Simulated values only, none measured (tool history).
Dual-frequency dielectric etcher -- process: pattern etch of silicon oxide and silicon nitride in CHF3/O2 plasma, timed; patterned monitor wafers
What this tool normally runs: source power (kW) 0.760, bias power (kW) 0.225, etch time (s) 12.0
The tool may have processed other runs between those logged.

run	day	source power (kW)	bias power (kW)	etch time (s)	wafers since the last listed run	hours since the last wet clean	hours since the last source power generator calibration	hours since the last bias power generator calibration	hours since the last upper electrode change	hours since the gauge calibration	read-back reference wafer on the same gauge, depth_nm	mean etch depth across the wafer (Å)
1	0.000	0.760	0.225	12.0	0	675.0	1180.4	2750.9	1343.5	638.0	20.70	197.1
2	3.704	0.760	0.225	12.0	1209	763.9	1269.3	2839.8	1432.4	726.9	20.68	193.9
# day 4.854: wet clean of the chamber
3	5.392	0.760	0.225	12.0	224	12.9	1309.8	2880.3	1472.9	767.4	20.69	204.3
4	9.862	0.760	0.225	12.0	1459	120.2	1417.1	2987.6	1580.2	874.7	20.72	201.6
# day 10.579: source power generator calibrated
5	13.479	0.760	0.225	12.0	1126	207.0	69.6	3074.4	1667.0	961.5	20.68	200.5
6	15.400	0.760	0.225	12.0	627	253.1	115.7	3120.5	1713.1	1007.6	20.69	201.7
7	18.529	0.760	0.225	12.0	1021	328.2	190.8	3195.6	1788.2	1082.7	20.72	201.2
8	20.838	0.760	0.225	12.0	753	383.6	246.2	3251.0	1843.6	1138.1	20.72	199.1
9	25.071	0.760	0.169	12.0	1382	485.2	347.8	3352.6	1945.2	1239.7	20.72	189.9
10	28.429	0.640	0.277	14.5	1096	565.8	428.4	3433.2	2025.8	1320.3	20.68	227.0
# day 35.758: wet clean of the chamber
11	39.400	0.760	0.209	10.0	3255	87.4	691.7	3696.5	2289.1	1583.6	20.73	170.3
12	41.158	0.760	0.225	12.0	574	129.6	733.9	3738.7	2331.3	1625.8	20.69	204.2
# day 44.775: bias power generator calibrated
13	45.033	0.690	0.247	14.0	1210	222.6	826.9	6.2	2424.3	1718.8	20.71	228.7
14	47.029	0.840	0.255	8.5	651	270.5	874.8	54.1	2472.2	1766.7	20.73	152.8
15	51.033	0.760	0.225	10.5	1307	366.6	970.9	150.2	2568.3	1862.8	20.68	175.0
16	53.012	0.630	0.250	15.0	646	414.1	1018.4	197.7	2615.8	1910.3	20.67	232.6
17	56.042	0.760	0.246	12.0	989	486.8	1091.1	270.4	2688.5	1983.0	20.69	202.5
# day 57.504: upper electrode replaced
18	60.121	0.760	0.225	12.0	1005	584.7	1189.0	368.3	62.8	2080.9	20.67	196.3
# day 62.917: gauge calibrated
19	63.200	0.940	0.225	11.0	1005	658.6	1262.9	442.2	136.7	6.8	20.71	198.6
20	66.458	0.900	0.273	9.5	1063	736.8	1341.1	520.4	214.9	85.0	20.71	172.7
# day 69.421: wet clean of the chamber
21	70.112	0.760	0.225	8.5	866	16.6	1428.8	608.1	302.6	172.7	20.69	146.6
22	73.104	0.760	0.225	12.0	976	88.4	1500.6	679.9	374.4	244.5	20.72	204.6
23	75.258	0.760	0.225	12.0	703	140.1	1552.3	731.6	426.1	296.2	20.69	202.1
24	79.188	0.760	0.243	13.0	1282	234.4	1646.6	825.9	520.4	390.5	20.66	222.3
# day 80.033: source power generator calibrated
25	81.150	0.760	0.243	12.0	586	281.5	26.8	873.0	567.5	437.6	20.69	205.7
26	84.438	0.760	0.267	12.0	1073	360.4	105.7	951.9	646.4	516.5	20.65	206.7
27	87.562	0.760	0.249	12.0	1020	435.4	180.7	1026.9	721.4	591.5	20.69	203.8
28	90.392	0.630	0.247	11.0	923	503.3	248.6	1094.8	789.3	659.4	20.68	167.9
29	93.983	0.760	0.250	12.0	1172	589.5	334.8	1181.0	875.5	745.6	20.68	199.7

Forecast each of these 4 alternatives for the next run:
A	94.000	0.760	0.225	12.0	5	589.9	335.2	1181.4	875.9	746.0	?	?
B	94.000	0.890	0.257	12.0	5	589.9	335.2	1181.4	875.9	746.0	?	?
C	94.000	0.950	0.198	15.0	5	589.9	335.2	1181.4	875.9	746.0	?	?
D	94.000	0.760	0.225	14.5	5	589.9	335.2	1181.4	875.9	746.0	?	?

run	read-back reference wafer on the same gauge, depth_nm	mean etch depth across the wafer (Å)
A	20.69	196.3
B	20.69	215.7
C	20.69	265.8
D	20.69	237.2
Without the tool's unlogged condition, the same runs would have read:
run	mean etch depth across the wafer (Å)
A	204.7
B	224.9
C	277.2
D	247.3
